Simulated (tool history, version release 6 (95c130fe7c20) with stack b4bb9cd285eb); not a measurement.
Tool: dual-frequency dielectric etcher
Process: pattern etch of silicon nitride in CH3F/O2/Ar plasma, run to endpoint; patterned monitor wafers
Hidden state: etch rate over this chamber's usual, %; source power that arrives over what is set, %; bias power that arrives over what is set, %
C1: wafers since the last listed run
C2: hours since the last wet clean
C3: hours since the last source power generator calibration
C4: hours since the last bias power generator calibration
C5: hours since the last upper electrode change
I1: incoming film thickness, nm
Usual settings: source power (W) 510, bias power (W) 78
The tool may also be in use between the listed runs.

run 1 hour=0 | source_power_(W)=510 bias_power_(W)=71 | C1=0 C2=141.6 C3=2346.9 C4=3912.7 C5=1436.3 | I1=46.25 | endpoint_time_(s)=63.2
run 2 hour=90.5 | source_power_(W)=510 bias_power_(W)=71 | C1=863 C2=232.1 C3=2437.4 C4=4003.2 C5=1526.8 | I1=46.2 | endpoint_time_(s)=62.4
run 3 hour=191.8 | source_power_(W)=510 bias_power_(W)=71 | C1=967 C2=333.4 C3=2538.7 C4=4104.5 C5=1628.1 | I1=46.32 | endpoint_time_(s)=63.3
-- hour=256.6 wet clean of the chamber
run 4 hour=259.1 | source_power_(W)=510 bias_power_(W)=78 | C1=413 C2=2.5 C3=2606 C4=4171.8 C5=1695.4 | I1=46.13 | endpoint_time_(s)=63.1
run 5 hour=314.1 | source_power_(W)=510 bias_power_(W)=78 | C1=525 C2=57.5 C3=2661 C4=4226.8 C5=1750.4 | I1=46.37 | endpoint_time_(s)=62.3
-- hour=397.8 bias power generator calibrated
run 6 hour=408.5 | source_power_(W)=510 bias_power_(W)=78 | C1=863 C2=151.9 C3=2755.4 C4=10.7 C5=1844.8 | I1=46.75 | endpoint_time_(s)=62.1
run 7 hour=497.4 | source_power_(W)=450 bias_power_(W)=85 | C1=848 C2=240.8 C3=2844.3 C4=99.6 C5=1933.7 | I1=46.59 | endpoint_time_(s)=62.5
run 8 hour=561.4 | source_power_(W)=460 bias_power_(W)=93 | C1=610 C2=304.8 C3=2908.3 C4=163.6 C5=1997.7 | I1=46.19 | endpoint_time_(s)=58.7
run 9 hour=634.3 | source_power_(W)=460 bias_power_(W)=93 | C1=695 C2=377.7 C3=2981.2 C4=236.5 C5=2070.6 | I1=46.21 | endpoint_time_(s)=57.4
-- hour=679.5 wet clean of the chamber
run 10 hour=680 | source_power_(W)=510 bias_power_(W)=84 | C1=207 C2=0.5 C3=3026.9 C4=282.2 C5=2116.3 | I1=46.5 | endpoint_time_(s)=61
run 11 hour=716.2 | source_power_(W)=400 bias_power_(W)=87 | C1=345 C2=36.7 C3=3063.1 C4=318.4 C5=2152.5 | I1=46.73 | endpoint_time_(s)=65.1
run 12 hour=773.8 | source_power_(W)=510 bias_power_(W)=68 | C1=549 C2=94.3 C3=3120.7 C4=376 C5=2210.1 | I1=46.4 | endpoint_time_(s)=64.1
run 13 hour=820.7 | source_power_(W)=510 bias_power_(W)=93 | C1=447 C2=141.2 C3=3167.6 C4=422.9 C5=2257 | I1=46.54 | endpoint_time_(s)=58.2
-- hour=853.2 upper electrode replaced
run 14 hour=859.3 | source_power_(W)=510 bias_power_(W)=78 | C1=139 C2=179.8 C3=3206.2 C4=461.5 C5=6.1 | I1=45.73 | endpoint_time_(s)=60.8
-- hour=913.8 source power generator calibrated
run 15 hour=914.3 | source_power_(W)=460 bias_power_(W)=93 | C1=486 C2=234.8 C3=0.5 C4=516.5 C5=61.1 | I1=46.14 | endpoint_time_(s)=59.2
run 16 hour=992 | source_power_(W)=550 bias_power_(W)=95 | C1=741 C2=312.5 C3=78.2 C4=594.2 C5=138.8 | I1=46.49 | endpoint_time_(s)=55
run 17 hour=1054.2 | source_power_(W)=630 bias_power_(W)=88 | C1=593 C2=374.7 C3=140.4 C4=656.4 C5=201 | I1=46.17 | endpoint_time_(s)=53
-- hour=1157.2 wet clean of the chamber
run 18 hour=1157.7 | source_power_(W)=470 bias_power_(W)=78 | C1=758 C2=0.5 C3=243.9 C4=759.9 C5=304.5 | I1=46.03 | endpoint_time_(s)=63.9
run 19 hour=1238.1 | source_power_(W)=510 bias_power_(W)=78 | C1=767 C2=80.9 C3=324.3 C4=840.3 C5=384.9 | I1=46.54 | endpoint_time_(s)=62.3

The same runs without the tool's hidden state, with the same run-to-run variation:
run=1 endpoint_time_(s)=64.3
run=2 endpoint_time_(s)=64.2
run=3 endpoint_time_(s)=65.9
run=4 endpoint_time_(s)=63.1
run=5 endpoint_time_(s)=62.7
run=6 endpoint_time_(s)=63.3
run=7 endpoint_time_(s)=64.3
run=8 endpoint_time_(s)=60.9
run=9 endpoint_time_(s)=60
run=10 endpoint_time_(s)=61.1
run=11 endpoint_time_(s)=65.5
run=12 endpoint_time_(s)=64.9
run=13 endpoint_time_(s)=59.3
run=14 endpoint_time_(s)=62.2
run=15 endpoint_time_(s)=60.9
run=16 endpoint_time_(s)=57.1
run=17 endpoint_time_(s)=55.4
run=18 endpoint_time_(s)=64.1
run=19 endpoint_time_(s)=63
